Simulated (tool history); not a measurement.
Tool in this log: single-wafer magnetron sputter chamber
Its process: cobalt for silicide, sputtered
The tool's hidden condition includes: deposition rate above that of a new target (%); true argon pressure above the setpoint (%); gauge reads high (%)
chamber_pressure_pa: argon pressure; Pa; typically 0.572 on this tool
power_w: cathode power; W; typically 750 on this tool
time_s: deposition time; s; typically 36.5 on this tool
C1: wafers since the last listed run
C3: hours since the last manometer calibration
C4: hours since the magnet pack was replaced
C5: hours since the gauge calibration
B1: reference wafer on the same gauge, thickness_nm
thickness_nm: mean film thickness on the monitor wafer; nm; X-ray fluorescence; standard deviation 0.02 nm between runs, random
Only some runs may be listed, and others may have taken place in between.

{"run": 1, "hour": 0.0, "chamber_pressure_pa": 0.572, "power_w": 750, "time_s": 36.5, "C1": 0, "wafers on the sputter target": 2534, "C3": 3257.8, "C4": 7715.5, "C5": 86.6, "B1": 11.705, "thickness_nm": 12.778}
{"run": 2, "hour": 10.1, "chamber_pressure_pa": 0.572, "power_w": 750, "time_s": 36.5, "C1": 120, "wafers on the sputter target": 2654, "C3": 3267.9, "C4": 7725.6, "C5": 96.7, "B1": 11.698, "thickness_nm": 12.746}
{"hour": 17.3, "done": "gauge calibrated"}
{"run": 3, "hour": 17.7, "chamber_pressure_pa": 0.747, "power_w": 750, "time_s": 36.5, "C1": 90, "wafers on the sputter target": 2745, "C3": 3275.5, "C4": 7733.2, "C5": 0.4, "B1": 11.699, "thickness_nm": 12.407}
{"run": 4, "hour": 29.2, "chamber_pressure_pa": 0.572, "power_w": 750, "time_s": 36.5, "C1": 137, "wafers on the sputter target": 2883, "C3": 3287.0, "C4": 7744.7, "C5": 11.9, "B1": 11.704, "thickness_nm": 12.784}
{"run": 5, "hour": 38.2, "chamber_pressure_pa": 0.572, "power_w": 650, "time_s": 36.5, "C1": 107, "wafers on the sputter target": 2990, "C3": 3296.0, "C4": 7753.7, "C5": 20.9, "B1": 11.695, "thickness_nm": 11.145}
{"run": 6, "hour": 52.2, "chamber_pressure_pa": 0.464, "power_w": 850, "time_s": 36.5, "C1": 167, "wafers on the sputter target": 3157, "C3": 3310.0, "C4": 7767.7, "C5": 34.9, "B1": 11.698, "thickness_nm": 14.694}
{"run": 7, "hour": 80.9, "chamber_pressure_pa": 0.464, "power_w": 850, "time_s": 36.5, "C1": 342, "wafers on the sputter target": 3500, "C3": 3338.7, "C4": 7796.4, "C5": 63.6, "B1": 11.696, "thickness_nm": 14.645}
{"hour": 90.3, "done": "capacitance manometer re-zeroed and calibrated"}
{"run": 8, "hour": 93.2, "chamber_pressure_pa": 0.377, "power_w": 750, "time_s": 36.5, "C1": 51, "wafers on the sputter target": 3551, "C3": 2.9, "C4": 7808.7, "C5": 75.9, "B1": 11.702, "thickness_nm": 13.213}
{"hour": 106.4, "done": "magnet pack replaced"}
{"run": 9, "hour": 107.4, "chamber_pressure_pa": 0.489, "power_w": 850, "time_s": 40.5, "C1": 74, "wafers on the sputter target": 3626, "C3": 17.1, "C4": 1.0, "C5": 90.1, "B1": 11.702, "thickness_nm": 16.209}
{"hour": 110.6, "done": "gauge calibrated"}
{"hour": 120.2, "done": "sputter target and shields replaced"}
{"run": 10, "hour": 120.7, "chamber_pressure_pa": 0.734, "power_w": 600, "time_s": 40.9, "C1": 63, "wafers on the sputter target": 5, "C3": 30.4, "C4": 14.3, "C5": 10.1, "B1": 11.701, "thickness_nm": 11.634}
{"run": 11, "hour": 132.1, "chamber_pressure_pa": 0.344, "power_w": 550, "time_s": 43.7, "C1": 136, "wafers on the sputter target": 142, "C3": 41.8, "C4": 25.7, "C5": 21.5, "B1": 11.708, "thickness_nm": 12.192}
{"run": 12, "hour": 141.6, "chamber_pressure_pa": 0.572, "power_w": 750, "time_s": 36.5, "C1": 113, "wafers on the sputter target": 255, "C3": 51.3, "C4": 35.2, "C5": 31.0, "B1": 11.7, "thickness_nm": 13.148}
{"run": 13, "hour": 151.6, "chamber_pressure_pa": 0.478, "power_w": 750, "time_s": 30.2, "C1": 119, "wafers on the sputter target": 375, "C3": 61.3, "C4": 45.2, "C5": 41.0, "B1": 11.699, "thickness_nm": 11.044}
{"run": 14, "hour": 161.1, "chamber_pressure_pa": 0.572, "power_w": 750, "time_s": 36.5, "C1": 113, "wafers on the sputter target": 488, "C3": 70.8, "C4": 54.7, "C5": 50.5, "B1": 11.703, "thickness_nm": 13.047}
{"run": 15, "hour": 168.0, "chamber_pressure_pa": 0.633, "power_w": 600, "time_s": 32.8, "C1": 82, "wafers on the sputter target": 570, "C3": 77.7, "C4": 61.6, "C5": 57.4, "B1": 11.702, "thickness_nm": 9.402}

The same runs without the tool's hidden state, with the same run-to-run variation:
run=1 thickness_nm=13.214
run=2 thickness_nm=13.186
run=3 thickness_nm=12.838
run=4 thickness_nm=13.233
run=5 thickness_nm=11.539
run=6 thickness_nm=15.219
run=7 thickness_nm=15.177
run=8 thickness_nm=13.695
run=9 thickness_nm=16.803
run=10 thickness_nm=11.648
run=11 thickness_nm=12.246
run=12 thickness_nm=13.239
run=13 thickness_nm=11.147
run=14 thickness_nm=13.196
run=15 thickness_nm=9.522
